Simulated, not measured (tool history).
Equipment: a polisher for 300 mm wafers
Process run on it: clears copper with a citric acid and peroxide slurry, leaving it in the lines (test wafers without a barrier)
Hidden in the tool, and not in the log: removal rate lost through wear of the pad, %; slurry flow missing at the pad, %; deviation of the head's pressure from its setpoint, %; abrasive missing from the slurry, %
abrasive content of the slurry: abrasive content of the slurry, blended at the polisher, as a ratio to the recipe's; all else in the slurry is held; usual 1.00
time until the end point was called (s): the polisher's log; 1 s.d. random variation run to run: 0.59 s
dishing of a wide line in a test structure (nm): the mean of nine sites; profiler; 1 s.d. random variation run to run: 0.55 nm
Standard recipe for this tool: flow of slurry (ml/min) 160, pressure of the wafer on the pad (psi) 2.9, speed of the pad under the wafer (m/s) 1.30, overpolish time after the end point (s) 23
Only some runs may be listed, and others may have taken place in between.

run   hour  flow of slurry (ml/min)  pressure of the wafer on the pad (psi)  speed of the pad under the wafer (m/s)  abrasive content of the slurry  overpolish time after the end point (s)  wafers since the last listed run  wafers polished on this pad  hours since the slurry nozzle was cleaned  hours since the head pressure was calibrated  hours since the slurry blender was calibrated  incoming thickness of the incoming film, nm  time until the end point was called (s)  dishing of a wide line in a test structure (nm)
  1    0.0                      160                                     2.9                                    1.30                            1.00                                       23                                 0                          197                                       76.9                                         730.2                                          173.5                                        207.1                                     66.0                                             49.9
  2   28.5                      160                                     2.9                                    1.30                            1.00                                       27                               161                          359                                      105.4                                         758.7                                          202.0                                        201.6                                     66.8                                             54.5
  3   61.5                      160                                     2.9                                    1.30                            1.00                                       27                               187                          547                                      138.4                                         791.7                                          235.0                                        205.1                                     66.8                                             55.6
  4   79.2                      160                                     2.9                                    1.30                            1.00                                       27                               100                          647                                      156.1                                         809.4                                          252.7                                        203.1                                     66.2                                             53.6
     102.9  -- head pressure recalibrated
  5  113.4                      195                                     2.9                                    1.30                            1.30                                       23                               182                          830                                      190.3                                          10.5                                          286.9                                        206.6                                     61.6                                             52.2
  6  142.8                      125                                     2.9                                    1.30                            1.15                                       23                               167                          997                                      219.7                                          39.9                                          316.3                                        207.0                                     70.5                                             47.4
     145.1  -- slurry blender recalibrated
  7  164.4                      160                                     2.9                                    0.94                            0.90                                       34                               111                         1109                                      241.3                                          61.5                                           19.3                                        203.7                                     89.6                                             51.7
  8  178.8                      160                                     2.9                                    1.30                            0.95                                       23                                81                         1190                                      255.7                                          75.9                                           33.7                                        205.4                                     72.9                                             47.0
  9  192.1                      160                                     2.5                                    1.30                            1.00                                       15                                75                         1266                                      269.0                                          89.2                                           47.0                                        203.1                                     83.2                                             30.1
     204.2  -- worn pad replaced by a new one
 10  209.4                      115                                     3.4                                    0.98                            0.80                                       23                                75                           29                                      286.3                                         106.5                                           64.3                                        202.8                                     88.6                                             40.1
     219.0  -- slurry nozzle cleaned
 11  227.9                      160                                     2.4                                    1.30                            1.00                                       23                                99                          129                                        8.9                                         125.0                                           82.8                                        207.1                                     81.7                                             43.0
 12  250.7                      160                                     2.9                                    1.30                            1.00                                       23                               129                          258                                       31.7                                         147.8                                          105.6                                        206.0                                     66.3                                             49.1
 13  284.8                      160                                     2.9                                    1.30                            1.00                                       23                               193                          452                                       65.8                                         181.9                                          139.7                                        207.1                                     65.9                                             49.5
 14  311.9                      160                                     2.0                                    1.42                            1.20                                       14                               153                          606                                       92.9                                         209.0                                          166.8                                        206.1                                     85.4                                             27.5
 15  330.7                      160                                     2.9                                    1.12                            1.15                                       23                               106                          713                                      111.7                                         227.8                                          185.6                                        201.5                                     69.5                                             46.8
 16  362.6                      160                                     3.2                                    1.62                            0.75                                       23                               181                          894                                      143.6                                         259.7                                          217.5                                        204.4                                     56.7                                             56.1
 17  387.4                      160                                     2.9                                    1.58                            1.15                                       23                               140                         1035                                      168.4                                         284.5                                          242.3                                        201.9                                     55.7                                             54.5
 18  414.3                      160                                     2.9                                    1.72                            1.30                                        9                               152                         1188                                      195.3                                         311.4                                          269.2                                        205.8                                     52.1                                             28.6
 19  442.5                      160                                     2.9                                    1.30                            1.20                                       23                               160                         1348                                      223.5                                         339.6                                          297.4                                        204.0                                     65.6                                             48.7
     449.5  -- worn pad replaced by a new one
 20  467.9                      160                                     2.4                                    1.30                            1.00                                       31                               121                          104                                      248.9                                         365.0                                          322.8                                        205.1                                     86.0                                             49.7
     477.5  -- slurry blender recalibrated
     491.7  -- slurry nozzle cleaned
 21  500.7                      160                                     2.9                                    1.30                            1.00                                       23                               169                          273                                        9.0                                         397.8                                           23.2                                        207.7                                     67.1                                             49.6
 22  535.9                      160                                     2.9                                    1.30                            1.10                                       23                               199                          473                                       44.2                                         433.0                                           58.4                                        207.7                                     65.1                                             49.6
 23  552.8                      190                                     2.0                                    1.30                            0.75                                        9                                96                          569                                       61.1                                         449.9                                           75.3                                        205.0                                    101.0                                             15.8
 24  565.2                      160                                     2.9                                    1.30                            0.95                                       23                                70                          640                                       73.5                                         462.3                                           87.7                                        204.7                                     67.6                                             48.5
 25  600.4                      185                                     2.9                                    0.96                            1.00                                       23                               199                          840                                      108.7                                         497.5                                          122.9                                        206.2                                     80.9                                             42.9
 26  621.3                      160                                     2.9                                    1.30                            1.25                                       23                               118                          958                                      129.6                                         518.4                                          143.8                                        208.7                                     65.4                                             51.6
 27  653.8                      135                                     2.9                                    1.30                            1.25                                        9                               184                         1143                                      162.1                                         550.9                                          176.3                                        201.0                                     66.5                                             23.7

Here are 5 independent what-if runs from the current tool condition. What would each one return?
  A  654.3                      160                                     2.9                                    0.84                            1.00                                       23                                 2                         1146                                      162.6                                         551.4                                          176.8                                        204.9                                        ?                                                ?
  B  654.3                      160                                     2.9                                    1.30                            0.80                                       23                                 2                         1146                                      162.6                                         551.4                                          176.8                                        204.9                                        ?                                                ?
  C  654.3                      195                                     3.6                                    1.60                            1.15                                       23                                 2                         1146                                      162.6                                         551.4                                          176.8                                        204.9                                        ?                                                ?
  D  654.3                      160                                     3.5                                    1.56                            1.00                                       23                                 2                         1146                                      162.6                                         551.4                                          176.8                                        204.9                                        ?                                                ?
  E  654.3                      160                                     2.9                                    1.30                            1.00                                       35                                 2                         1146                                      162.6                                         551.4                                          176.8                                        204.9                                        ?                                                ?

run  time until the end point was called (s)  dishing of a wide line in a test structure (nm)
  A                                     92.1                                             39.7
  B                                     73.7                                             46.7
  C                                     44.1                                             65.7
  D                                     50.0                                             60.9
  E                                     68.8                                             63.7
Without the tool's hidden state the same runs would have given:
run  time until the end point was called (s)  dishing of a wide line in a test structure (nm)
  A                                     88.9                                             40.8
  B                                     71.1                                             47.9
  C                                     42.8                                             66.8
  D                                     48.3                                             62.2
  E                                     66.4                                             64.9
